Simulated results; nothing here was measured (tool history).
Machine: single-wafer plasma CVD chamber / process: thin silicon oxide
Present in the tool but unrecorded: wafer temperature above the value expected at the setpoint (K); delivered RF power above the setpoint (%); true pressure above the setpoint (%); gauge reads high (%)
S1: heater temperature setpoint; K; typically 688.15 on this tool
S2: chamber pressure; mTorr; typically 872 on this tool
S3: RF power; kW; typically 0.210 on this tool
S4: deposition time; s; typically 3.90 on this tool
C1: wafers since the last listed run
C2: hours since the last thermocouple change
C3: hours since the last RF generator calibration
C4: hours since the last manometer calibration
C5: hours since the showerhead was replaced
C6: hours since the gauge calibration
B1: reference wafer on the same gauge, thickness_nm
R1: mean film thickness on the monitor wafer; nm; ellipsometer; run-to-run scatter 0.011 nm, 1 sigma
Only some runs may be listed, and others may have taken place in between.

Run 1, hour 0.0: usual settings; C1 0; C2 1798.6; C3 2050.4; C4 1062.4; C5 4574.5; C6 81.4; B1 6.580. Result: R1 7.632 nm.
Run 2, hour 15.9: usual settings; C1 508; C2 1814.5; C3 2066.3; C4 1078.3; C5 4590.4; C6 97.3; B1 6.581. Result: R1 7.663 nm.
Run 3, hour 32.9: usual settings; C1 543; C2 1831.5; C3 2083.3; C4 1095.3; C5 4607.4; C6 114.3; B1 6.583. Result: R1 7.663 nm.
Run 4, hour 49.1: usual settings; C1 518; C2 1847.7; C3 2099.5; C4 1111.5; C5 4623.6; C6 130.5; B1 6.578. Result: R1 7.666 nm.
At hour 62.8: capacitance manometer re-zeroed and calibrated.
Run 5, hour 66.7: usual settings but S4 4.25 s; C1 307; C2 1865.3; C3 2117.1; C4 3.9; C5 4641.2; C6 148.1; B1 6.580. Result: R1 8.004 nm.
Run 6, hour 75.9: usual settings; C1 294; C2 1874.5; C3 2126.3; C4 13.1; C5 4650.4; C6 157.3; B1 6.582. Result: R1 7.351 nm.
At hour 86.7: RF generator calibrated.
At hour 90.1: thermocouple changed; heater temperature recalibrated.
At hour 105.7: showerhead replaced, of another model than before.
Run 7, hour 106.2: usual settings; C1 349; C2 16.1; C3 19.5; C4 43.4; C5 0.5; C6 187.6; B1 6.582. Result: R1 7.378 nm.
Run 8, hour 110.7: usual settings but S3 0.240 kW, S4 4.29 s; C1 143; C2 20.6; C3 24.0; C4 47.9; C5 5.0; C6 192.1; B1 6.583. Result: R1 8.909 nm.
Run 9, hour 118.2: usual settings but S1 701.15 K, S3 0.190 kW; C1 239; C2 28.1; C3 31.5; C4 55.4; C5 12.5; C6 199.6; B1 6.581. Result: R1 6.719 nm.
Run 10, hour 128.0: usual settings; C1 313; C2 37.9; C3 41.3; C4 65.2; C5 22.3; C6 209.4; B1 6.579. Result: R1 7.346 nm.
At hour 131.2: gauge calibrated.
Run 11, hour 134.3: usual settings but S3 0.220 kW; C1 201; C2 44.2; C3 47.6; C4 71.5; C5 28.6; C6 3.1; B1 6.583. Result: R1 7.630 nm.
Run 12, hour 142.5: usual settings; C1 262; C2 52.4; C3 55.8; C4 79.7; C5 36.8; C6 11.3; B1 6.575. Result: R1 7.357 nm.
Run 13, hour 153.0: usual settings but S1 692.15 K, S3 0.170 kW; C1 335; C2 62.9; C3 66.3; C4 90.2; C5 47.3; C6 21.8; B1 6.579. Result: R1 6.055 nm.
Run 14, hour 169.5: usual settings but S3 0.235 kW, S4 4.35 s; C1 527; C2 79.4; C3 82.8; C4 106.7; C5 63.8; C6 38.3; B1 6.578. Result: R1 8.927 nm.
Run 15, hour 175.8: usual settings but S1 673.15 K, S2 670 mTorr, S3 0.250 kW, S4 4.62 s; C1 201; C2 85.7; C3 89.1; C4 113.0; C5 70.1; C6 44.6; B1 6.582. Result: R1 9.211 nm.

What differs in the tool's unlogged condition from the final listed run ahead of each entry between runs to the first listed run following it?
Between runs 4 and 5: capacitance manometer re-zeroed and calibrated (hour 62.8)
  true pressure above the setpoint (%): 7.06 -> -0.244
  measured value less the no-hidden-state value, R1: +0.294 -> -0.011 nm
Between runs 6 and 7: RF generator calibrated (hour 86.7); thermocouple changed; heater temperature recalibrated (hour 90.1); showerhead replaced, of another model than before (hour 105.7)
  true pressure above the setpoint (%): -0.181 -> 0.0278
  measured value less the no-hidden-state value, R1: -0.007 -> +0.000 nm
Between runs 10 and 11: gauge calibrated (hour 131.2)
  true pressure above the setpoint (%): 0.178 -> 0.221
  measured value less the no-hidden-state value, R1: +0.004 -> +0.005 nm
